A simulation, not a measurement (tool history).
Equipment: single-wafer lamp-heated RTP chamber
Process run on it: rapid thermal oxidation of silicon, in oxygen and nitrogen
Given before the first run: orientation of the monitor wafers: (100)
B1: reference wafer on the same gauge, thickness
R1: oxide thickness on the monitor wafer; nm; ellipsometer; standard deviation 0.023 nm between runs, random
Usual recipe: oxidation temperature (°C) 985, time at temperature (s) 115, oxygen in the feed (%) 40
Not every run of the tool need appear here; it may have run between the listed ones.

run 1 hour=0.0 | oxidation_temperature_(°C)=985 time_at_temperature_(s)=115 oxygen_in_the_feed_(%)=40 | B1=5.511 | R1=5.065
run 2 hour=87.9 | oxidation_temperature_(°C)=985 time_at_temperature_(s)=115 oxygen_in_the_feed_(%)=40 | B1=5.514 | R1=5.116
-- hour=98.4 pyrometer window cleaned and pyrometer calibrated
run 3 hour=374.4 | oxidation_temperature_(°C)=985 time_at_temperature_(s)=115 oxygen_in_the_feed_(%)=40 | B1=5.537 | R1=5.184
run 4 hour=450.2 | oxidation_temperature_(°C)=985 time_at_temperature_(s)=115 oxygen_in_the_feed_(%)=40 | B1=5.523 | R1=5.168
run 5 hour=541.3 | oxidation_temperature_(°C)=985 time_at_temperature_(s)=115 oxygen_in_the_feed_(%)=40 | B1=5.546 | R1=5.205
run 6 hour=602.2 | oxidation_temperature_(°C)=985 time_at_temperature_(s)=115 oxygen_in_the_feed_(%)=40 | B1=5.558 | R1=5.197
run 7 hour=668.2 | oxidation_temperature_(°C)=985 time_at_temperature_(s)=98 oxygen_in_the_feed_(%)=40 | B1=5.559 | R1=4.841
run 8 hour=759.9 | oxidation_temperature_(°C)=985 time_at_temperature_(s)=147 oxygen_in_the_feed_(%)=40 | B1=5.575 | R1=5.778
run 9 hour=823.2 | oxidation_temperature_(°C)=985 time_at_temperature_(s)=147 oxygen_in_the_feed_(%)=40 | B1=5.571 | R1=5.830
-- hour=846.3 oxygen flow controller replaced
-- hour=882.2 pyrometer window cleaned and pyrometer calibrated
run 10 hour=882.7 | oxidation_temperature_(°C)=985 time_at_temperature_(s)=115 oxygen_in_the_feed_(%)=40 | B1=5.596 | R1=5.209
run 11 hour=968.1 | oxidation_temperature_(°C)=977 time_at_temperature_(s)=115 oxygen_in_the_feed_(%)=40 | B1=5.597 | R1=4.939
run 12 hour=1033.9 | oxidation_temperature_(°C)=977 time_at_temperature_(s)=115 oxygen_in_the_feed_(%)=40 | B1=5.613 | R1=4.975
run 13 hour=1089.2 | oxidation_temperature_(°C)=977 time_at_temperature_(s)=115 oxygen_in_the_feed_(%)=40 | B1=5.627 | R1=4.907
run 14 hour=1188.2 | oxidation_temperature_(°C)=985 time_at_temperature_(s)=115 oxygen_in_the_feed_(%)=40 | B1=5.635 | R1=5.209
run 15 hour=1281.0 | oxidation_temperature_(°C)=985 time_at_temperature_(s)=151 oxygen_in_the_feed_(%)=40 | B1=5.641 | R1=5.925
run 16 hour=1351.1 | oxidation_temperature_(°C)=985 time_at_temperature_(s)=115 oxygen_in_the_feed_(%)=40 | B1=5.667 | R1=5.287
run 17 hour=1427.4 | oxidation_temperature_(°C)=958 time_at_temperature_(s)=74 oxygen_in_the_feed_(%)=65 | B1=5.680 | R1=4.258
run 18 hour=1463.6 | oxidation_temperature_(°C)=985 time_at_temperature_(s)=115 oxygen_in_the_feed_(%)=40 | B1=5.687 | R1=5.317
run 19 hour=1543.3 | oxidation_temperature_(°C)=985 time_at_temperature_(s)=115 oxygen_in_the_feed_(%)=52 | B1=5.697 | R1=5.812
run 20 hour=1651.3 | oxidation_temperature_(°C)=971 time_at_temperature_(s)=136 oxygen_in_the_feed_(%)=64 | B1=5.723 | R1=6.054
run 21 hour=1725.3 | oxidation_temperature_(°C)=999 time_at_temperature_(s)=100 oxygen_in_the_feed_(%)=17 | B1=5.746 | R1=4.231
-- hour=1756.2 gauge calibrated
-- hour=1770.3 pyrometer window cleaned and pyrometer calibrated
run 22 hour=1823.9 | oxidation_temperature_(°C)=1008 time_at_temperature_(s)=115 oxygen_in_the_feed_(%)=40 | B1=5.439 | R1=5.997
run 23 hour=1889.2 | oxidation_temperature_(°C)=1010 time_at_temperature_(s)=115 oxygen_in_the_feed_(%)=17 | B1=5.438 | R1=4.546
run 24 hour=1960.0 | oxidation_temperature_(°C)=985 time_at_temperature_(s)=131 oxygen_in_the_feed_(%)=23 | B1=5.445 | R1=4.471
run 25 hour=2063.0 | oxidation_temperature_(°C)=956 time_at_temperature_(s)=83 oxygen_in_the_feed_(%)=28 | B1=5.431 | R1=3.354
run 26 hour=2122.0 | oxidation_temperature_(°C)=985 time_at_temperature_(s)=115 oxygen_in_the_feed_(%)=40 | B1=5.439 | R1=5.047
run 27 hour=2176.2 | oxidation_temperature_(°C)=999 time_at_temperature_(s)=100 oxygen_in_the_feed_(%)=17 | B1=5.429 | R1=4.017
run 28 hour=2212.8 | oxidation_temperature_(°C)=958 time_at_temperature_(s)=165 oxygen_in_the_feed_(%)=40 | B1=5.437 | R1=4.864

Table of differences, measured result less the result of that run with no hidden state. Run-to-run variation is the same in both. Gauge scatter possibly is not:
Hidden state present: true wafer temperature minus pyrometer reading, K; deviation of the oxygen flow from its setpoint, %; gauge reads high (%).
run=1 R1=+0.030
run=2 R1=+0.035
run=3 R1=+0.055
run=4 R1=+0.061
run=5 R1=+0.071
run=6 R1=+0.077
run=7 R1=+0.077
run=8 R1=+0.104
run=9 R1=+0.113
run=10 R1=+0.109
run=11 R1=+0.114
run=12 R1=+0.123
run=13 R1=+0.129
run=14 R1=+0.151
run=15 R1=+0.188
run=16 R1=+0.179
run=17 R1=+0.155
run=18 R1=+0.200
run=19 R1=+0.234
run=20 R1=+0.266
run=21 R1=+0.197
run=22 R1=-0.038
run=23 R1=-0.028
run=24 R1=-0.026
run=25 R1=-0.018
run=26 R1=-0.025
run=27 R1=-0.018
run=28 R1=-0.021
